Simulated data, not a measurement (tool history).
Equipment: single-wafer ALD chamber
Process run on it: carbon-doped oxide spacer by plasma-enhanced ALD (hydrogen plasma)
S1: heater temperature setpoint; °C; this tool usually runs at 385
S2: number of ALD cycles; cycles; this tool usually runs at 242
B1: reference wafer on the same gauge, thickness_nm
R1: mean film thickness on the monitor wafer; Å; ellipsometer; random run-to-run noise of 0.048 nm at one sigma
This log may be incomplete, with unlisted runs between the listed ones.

Run 1, day 0.000: usual settings; B1 14.504. Result: R1 133.17 Å.
Run 2, day 0.262: usual settings; B1 14.495. Result: R1 133.27 Å.
Run 3, day 1.854: usual settings; B1 14.494. Result: R1 132.73 Å.
Run 4, day 2.504: usual settings; B1 14.499. Result: R1 134.47 Å.
Run 5, day 3.775: usual settings; B1 14.506. Result: R1 133.26 Å.
Run 6, day 4.129: usual settings but S2 279 cycles; B1 14.508. Result: R1 155.03 Å.
Run 7, day 4.504: usual settings but S2 279 cycles; B1 14.510. Result: R1 154.33 Å.
Run 8, day 4.858: usual settings but S2 279 cycles; B1 14.507. Result: R1 153.70 Å.
Run 9, day 5.208: usual settings but S1 391 °C; B1 14.495. Result: R1 132.72 Å.
At day 5.508: gauge calibrated.
Run 10, day 5.742: usual settings but S2 252 cycles; B1 14.491. Result: R1 138.38 Å.
Run 11, day 6.008: usual settings but S2 252 cycles; B1 14.518. Result: R1 138.65 Å.
Run 12, day 6.742: usual settings but S2 252 cycles; B1 14.503. Result: R1 138.80 Å.
Run 13, day 7.183: usual settings; B1 14.498. Result: R1 133.32 Å.
Run 14, day 7.738: usual settings; B1 14.495. Result: R1 132.90 Å.
Run 15, day 8.350: usual settings; B1 14.507. Result: R1 132.38 Å.
Run 16, day 8.733: usual settings but S1 371 °C, S2 259 cycles; B1 14.499. Result: R1 142.78 Å.
Run 17, day 9.188: usual settings; B1 14.497. Result: R1 134.16 Å.
Run 18, day 9.812: usual settings but S2 204 cycles; B1 14.500. Result: R1 112.38 Å.
At day 10.283: thermocouple changed; heater temperature recalibrated.
Run 19, day 10.492: usual settings but S1 391 °C, S2 203 cycles; B1 14.496. Result: R1 111.10 Å.
Run 20, day 10.871: usual settings; B1 14.502. Result: R1 132.91 Å.
Run 21, day 11.379: usual settings but S2 214 cycles; B1 14.498. Result: R1 117.36 Å.
Run 22, day 12.042: usual settings but S1 376 °C, S2 222 cycles; B1 14.500. Result: R1 122.08 Å.
Run 23, day 12.712: usual settings but S2 252 cycles; B1 14.491. Result: R1 138.19 Å.
Run 24, day 13.129: usual settings but S1 372 °C, S2 263 cycles; B1 14.498. Result: R1 145.65 Å.
Run 25, day 13.838: usual settings but S1 375 °C, S2 270 cycles; B1 14.499. Result: R1 147.69 Å.
Run 26, day 14.242: usual settings but S1 395 °C, S2 204 cycles; B1 14.505. Result: R1 112.20 Å.
Run 27, day 14.858: usual settings but S1 393 °C; B1 14.511. Result: R1 133.68 Å.

Forecast each of these 4 alternatives for the next run:
Run A, day 14.892: usual settings; B1 ?. Result: R1 ?.
Run B, day 14.892: usual settings but S1 398 °C, S2 286 cycles; B1 ?. Result: R1 ?.
Run C, day 14.892: usual settings but S2 196 cycles; B1 ?. Result: R1 ?.
Run D, day 14.892: usual settings but S1 392 °C; B1 ?. Result: R1 ?.

run      B1      R1
  A  14.497  132.52
  B  14.497  156.62
  C  14.497  107.33
  D  14.497  132.52
Had the tool no hidden state, the same runs would have come out as:
run      R1
  A  132.52
  B  156.62
  C  107.33
  D  132.52
